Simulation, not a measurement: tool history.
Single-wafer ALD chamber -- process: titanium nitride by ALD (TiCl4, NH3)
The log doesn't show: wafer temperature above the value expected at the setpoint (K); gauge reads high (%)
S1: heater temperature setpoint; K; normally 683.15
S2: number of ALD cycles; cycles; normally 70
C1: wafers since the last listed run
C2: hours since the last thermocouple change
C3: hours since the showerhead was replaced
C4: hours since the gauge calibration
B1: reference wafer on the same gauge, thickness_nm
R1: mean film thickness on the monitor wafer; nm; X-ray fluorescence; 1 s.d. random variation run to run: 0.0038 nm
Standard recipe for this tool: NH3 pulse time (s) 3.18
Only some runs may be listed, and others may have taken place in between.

Run 1, hour 0: usual settings; C1 0; C2 1214.1; C3 5442.7; C4 284.3; B1 1.637. Result: R1 1.547 nm.
Run 2, hour 18.8: usual settings; C1 42; C2 1232.9; C3 5461.5; C4 303.1; B1 1.639. Result: R1 1.545 nm.
Run 3, hour 36.3: usual settings; C1 39; C2 1250.4; C3 5479; C4 320.6; B1 1.636. Result: R1 1.54 nm.
Run 4, hour 59.6: usual settings; C1 52; C2 1273.7; C3 5502.3; C4 343.9; B1 1.64. Result: R1 1.547 nm.
Run 5, hour 76.2: usual settings; C1 37; C2 1290.3; C3 5518.9; C4 360.5; B1 1.639. Result: R1 1.539 nm.
Run 6, hour 108.1: usual settings but S1 680.15 K; C1 71; C2 1322.2; C3 5550.8; C4 392.4; B1 1.64. Result: R1 1.539 nm.
Run 7, hour 138.6: usual settings; C1 68; C2 1352.7; C3 5581.3; C4 422.9; B1 1.642. Result: R1 1.551 nm.
Run 8, hour 154: usual settings; C1 34; C2 1368.1; C3 5596.7; C4 438.3; B1 1.641. Result: R1 1.543 nm.
Run 9, hour 184.5: usual settings; C1 68; C2 1398.6; C3 5627.2; C4 468.8; B1 1.643. Result: R1 1.552 nm.
Run 10, hour 218: usual settings but S2 77 cycles; C1 75; C2 1432.1; C3 5660.7; C4 502.3; B1 1.644. Result: R1 1.7 nm.
Run 11, hour 231.5: usual settings but S2 77 cycles; C1 30; C2 1445.6; C3 5674.2; C4 515.8; B1 1.642. Result: R1 1.698 nm.
At hour 263.1: gauge calibrated.
At hour 298: thermocouple changed; heater temperature recalibrated.
Run 12, hour 312.4: usual settings but S2 77 cycles; C1 164; C2 14.4; C3 5755.1; C4 49.3; B1 1.621. Result: R1 1.668 nm.
At hour 321.6: showerhead replaced.
Run 13, hour 332.4: usual settings; C1 27; C2 34.4; C3 10.8; C4 69.3; B1 1.623. Result: R1 1.524 nm.
Run 14, hour 347.4: usual settings but S1 670.15 K, S2 75 cycles; C1 33; C2 49.4; C3 25.8; C4 84.3; B1 1.627. Result: R1 1.635 nm.
Run 15, hour 374: usual settings but S1 689.15 K, NH3 pulse time (s) 4.34; C1 59; C2 76; C3 52.4; C4 110.9; B1 1.63. Result: R1 1.543 nm.
Run 16, hour 392.2: usual settings but NH3 pulse time (s) 4.19; C1 40; C2 94.2; C3 70.6; C4 129.1; B1 1.633. Result: R1 1.535 nm.
Run 17, hour 426.6: usual settings but S1 668.15 K, NH3 pulse time (s) 2.32; C1 77; C2 128.6; C3 105; C4 163.5; B1 1.635. Result: R1 1.515 nm.
Run 18, hour 445: usual settings but S1 670.15 K, S2 58 cycles, NH3 pulse time (s) 2.73; C1 41; C2 147; C3 123.4; C4 181.9; B1 1.635. Result: R1 1.263 nm.
Run 19, hour 470.2: usual settings but NH3 pulse time (s) 3.75; C1 56; C2 172.2; C3 148.6; C4 207.1; B1 1.638. Result: R1 1.547 nm.
Run 20, hour 502.5: usual settings but S1 679.15 K; C1 72; C2 204.5; C3 180.9; C4 239.4; B1 1.642. Result: R1 1.535 nm.
Run 21, hour 538.3: usual settings but S1 673.15 K; C1 80; C2 240.3; C3 216.7; C4 275.2; B1 1.641. Result: R1 1.542 nm.
Run 22, hour 557.3: usual settings but S2 82 cycles; C1 42; C2 259.3; C3 235.7; C4 294.2; B1 1.642. Result: R1 1.807 nm.
Run 23, hour 578.5: usual settings but S1 679.15 K, S2 84 cycles; C1 47; C2 280.5; C3 256.9; C4 315.4; B1 1.644. Result: R1 1.858 nm.
Run 24, hour 608.1: usual settings; C1 66; C2 310.1; C3 286.5; C4 345; B1 1.642. Result: R1 1.536 nm.

Predict each of these 4 candidate next runs independently; none follows another, all start after run 24:
Run A, hour 608.7: usual settings but S2 59 cycles; C1 1; C2 310.7; C3 287.1; C4 345.6; B1 ?. Result: R1 ?.
Run B, hour 608.7: usual settings but NH3 pulse time (s) 2.2; C1 1; C2 310.7; C3 287.1; C4 345.6; B1 ?. Result: R1 ?.
Run C, hour 608.7: usual settings but S2 64 cycles, NH3 pulse time (s) 2.58; C1 1; C2 310.7; C3 287.1; C4 345.6; B1 ?. Result: R1 ?.
Run D, hour 608.7: usual settings but S1 671.15 K; C1 1; C2 310.7; C3 287.1; C4 345.6; B1 ?. Result: R1 ?.

run     B1     R1
  A  1.645  1.302
  B  1.645  1.538
  C  1.645  1.409
  D  1.645   1.54
The same runs, with their run-to-run variation unchanged, on a tool lacking any hidden condition would have given:
run     R1
  A  1.275
  B  1.506
  C   1.38
  D  1.508
